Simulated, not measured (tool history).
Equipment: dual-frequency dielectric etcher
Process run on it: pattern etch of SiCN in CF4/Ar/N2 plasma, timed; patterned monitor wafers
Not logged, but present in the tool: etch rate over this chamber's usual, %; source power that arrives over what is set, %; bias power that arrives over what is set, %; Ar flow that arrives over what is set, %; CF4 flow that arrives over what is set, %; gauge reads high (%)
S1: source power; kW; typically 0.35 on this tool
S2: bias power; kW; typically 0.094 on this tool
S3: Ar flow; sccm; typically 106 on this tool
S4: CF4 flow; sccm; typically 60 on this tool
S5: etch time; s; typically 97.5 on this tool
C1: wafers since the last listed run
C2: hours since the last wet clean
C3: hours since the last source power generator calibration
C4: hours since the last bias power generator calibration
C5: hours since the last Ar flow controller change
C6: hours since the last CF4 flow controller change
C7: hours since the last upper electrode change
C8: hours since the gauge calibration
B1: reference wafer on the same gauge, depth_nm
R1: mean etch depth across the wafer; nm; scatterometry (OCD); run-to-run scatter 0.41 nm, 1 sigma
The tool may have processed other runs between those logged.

Run 1, hour 0: usual settings but S3 117 sccm; C1 0; C2 403.3; C3 84.3; C4 5570.8; C5 8.4; C6 26.4; C7 5999.6; C8 427.7; B1 61.2. Result: R1 68.1 nm.
At hour 11.2: bias power generator calibrated.
Run 2, hour 11.7: usual settings; C1 104; C2 415; C3 96; C4 0.5; C5 20.1; C6 38.1; C7 6011.3; C8 439.4; B1 61.5. Result: R1 69.5 nm.
Run 3, hour 18: usual settings but S1 0.3 kW, S4 52 sccm; C1 85; C2 421.3; C3 102.3; C4 6.8; C5 26.4; C6 44.4; C7 6017.6; C8 445.7; B1 61.4. Result: R1 57.5 nm.
Run 4, hour 30.7: usual settings; C1 172; C2 434; C3 115; C4 19.5; C5 39.1; C6 57.1; C7 6030.3; C8 458.4; B1 61.3. Result: R1 68.8 nm.
Run 5, hour 42.8: usual settings but S3 96 sccm, S5 77 s; C1 164; C2 446.1; C3 127.1; C4 31.6; C5 51.2; C6 69.2; C7 6042.4; C8 470.5; B1 61.5. Result: R1 55.6 nm.
Run 6, hour 57.1: usual settings but S4 48 sccm, S5 121 s; C1 194; C2 460.4; C3 141.4; C4 45.9; C5 65.5; C6 83.5; C7 6056.7; C8 484.8; B1 61.6. Result: R1 83.4 nm.
Run 7, hour 71: usual settings but S1 0.32 kW, S3 84 sccm; C1 189; C2 474.3; C3 155.3; C4 59.8; C5 79.4; C6 97.4; C7 6070.6; C8 498.7; B1 61.3. Result: R1 65.4 nm.
Run 8, hour 84.8: usual settings; C1 187; C2 488.1; C3 169.1; C4 73.6; C5 93.2; C6 111.2; C7 6084.4; C8 512.5; B1 61.5. Result: R1 68.9 nm.
Run 9, hour 97.2: usual settings but S4 70 sccm; C1 168; C2 500.5; C3 181.5; C4 86; C5 105.6; C6 123.6; C7 6096.8; C8 524.9; B1 61.4. Result: R1 70.3 nm.
At hour 110.8: gauge calibrated.
At hour 128: upper electrode replaced.
At hour 138.1: wet clean of the chamber.
Run 10, hour 138.6: usual settings but S2 0.111 kW; C1 100; C2 0.5; C3 222.9; C4 127.4; C5 147; C6 165; C7 10.6; C8 27.8; B1 61.3. Result: R1 78 nm.
Run 11, hour 138.9: usual settings; C1 4; C2 0.8; C3 223.2; C4 127.7; C5 147.3; C6 165.3; C7 10.9; C8 28.1; B1 61.5. Result: R1 72.7 nm.
Run 12, hour 139.3: usual settings but S2 0.083 kW, S4 75 sccm, S5 116.5 s; C1 5; C2 1.2; C3 223.6; C4 128.1; C5 147.7; C6 165.7; C7 11.3; C8 28.5; B1 61.3. Result: R1 84.7 nm.
Run 13, hour 142.9: usual settings but S5 87.5 s; C1 48; C2 4.8; C3 227.2; C4 131.7; C5 151.3; C6 169.3; C7 14.9; C8 32.1; B1 61.3. Result: R1 64.1 nm.
Run 14, hour 160.8: usual settings but S2 0.076 kW, S3 87 sccm, S5 108 s; C1 243; C2 22.7; C3 245.1; C4 149.6; C5 169.2; C6 187.2; C7 32.8; C8 50; B1 61.3. Result: R1 74.6 nm.
Run 15, hour 172: usual settings but S5 117.5 s; C1 152; C2 33.9; C3 256.3; C4 160.8; C5 180.4; C6 198.4; C7 44; C8 61.2; B1 61.5. Result: R1 86.1 nm.
Run 16, hour 189.3: usual settings but S1 0.29 kW, S3 98 sccm, S4 49 sccm, S5 83.5 s; C1 235; C2 51.2; C3 273.6; C4 178.1; C5 197.7; C6 215.7; C7 61.3; C8 78.5; B1 61.5. Result: R1 48.9 nm.
Run 17, hour 206.1: usual settings but S2 0.087 kW, S5 85 s; C1 228; C2 68; C3 290.4; C4 194.9; C5 214.5; C6 232.5; C7 78.1; C8 95.3; B1 61.5. Result: R1 60.2 nm.

Forecast run 18:
Run 18, hour 213.7: usual settings; C1 103; C2 75.6; C3 298; C4 202.5; C5 222.1; C6 240.1; C7 85.7; C8 102.9; B1 ?. Result: R1 ?.

{"run 18": {"B1": 61.5, "R1": 70.8}}
Take away the tool's hidden state, keep the run-to-run variation as it was, and the same run would have given R1 71.2 nm.
